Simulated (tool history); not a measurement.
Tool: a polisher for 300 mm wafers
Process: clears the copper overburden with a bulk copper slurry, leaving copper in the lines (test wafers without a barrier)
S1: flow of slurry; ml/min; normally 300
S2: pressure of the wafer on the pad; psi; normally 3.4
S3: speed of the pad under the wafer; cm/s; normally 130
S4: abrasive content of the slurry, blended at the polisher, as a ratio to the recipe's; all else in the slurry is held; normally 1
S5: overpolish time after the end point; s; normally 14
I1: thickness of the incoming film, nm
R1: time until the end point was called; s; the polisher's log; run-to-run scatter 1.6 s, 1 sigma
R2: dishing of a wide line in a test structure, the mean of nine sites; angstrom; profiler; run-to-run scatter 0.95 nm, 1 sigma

run    hour   S1   S2   S3    S4  S5      I1     R1   R2
  1       0  300  3.4  106     1  14  1303.1    101  682
  2    36.2  300  3.4  106     1  14  1281.2  103.2  658
         50  -- slurry nozzle cleaned
  3   121.9  300  3.4  130     1  14  1284.6   85.6  697
      179.8  -- head pressure recalibrated
  4   201.1  300  3.4  130     1  14  1278.3   85.2  697
        299  -- worn pad replaced by a new one
  5   304.9  300  3.4  102   0.9  14  1287.9  117.9  645
      349.9  -- slurry blender recalibrated
  6   371.1  300  3.4  102   0.9  14  1281.7  122.5  649
  7   477.6  300  3.4  130     1  14  1312.4   93.1  676
      507.7  -- slurry nozzle cleaned
  8   515.9  300  3.4  130     1  14  1280.6   92.2  680
  9   618.3  300  3.4  130     1  14  1282.7   97.9  692
      635.9  -- worn pad replaced by a new one, repeated, since the last time left the tool worse
 10   674.2  300  3.4  130     1  14  1314.1     86  705
 11   715.6  300  3.4  130     1  14  1299.4   83.3  696
 12   792.4  300    4  130     1  14  1299.2   72.8  740
      799.5  -- slurry blender recalibrated
 13   846.9  255  3.4  158     1  14  1308.4   75.1  709
 14   891.9  265  3.4  130   1.1  14  1285.8   82.7  712
      951.5  -- slurry nozzle cleaned
 15     952  300  3.4  130     1  21  1285.4   87.1  722
     1002.9  -- worn pad replaced by a new one
 16  1025.6  300  2.7  130  0.75  14    1292  105.2  653
 17  1171.3  300  3.4  130     1  14  1305.5   90.3  693
     1218.8  -- slurry blender recalibrated
 18  1220.3  300  3.4  106     1  14  1314.7  107.7  652
 19  1296.1  300  3.4  130  1.15   6  1287.4   83.3  506
     1321.4  -- slurry nozzle cleaned
     1341.9  -- head pressure recalibrated
 20  1357.9  300  3.4  130     1  14  1274.4   84.5  685

Predict the results of run 21:
 21  1433.5  300  3.4  130   1  14  1276.5   ?   ?

{"run 21": {"R1": 87.5, "R2": 699}}
With no hidden state in the tool, this same run would have given R1 81.4 s, R2 709 angstrom.

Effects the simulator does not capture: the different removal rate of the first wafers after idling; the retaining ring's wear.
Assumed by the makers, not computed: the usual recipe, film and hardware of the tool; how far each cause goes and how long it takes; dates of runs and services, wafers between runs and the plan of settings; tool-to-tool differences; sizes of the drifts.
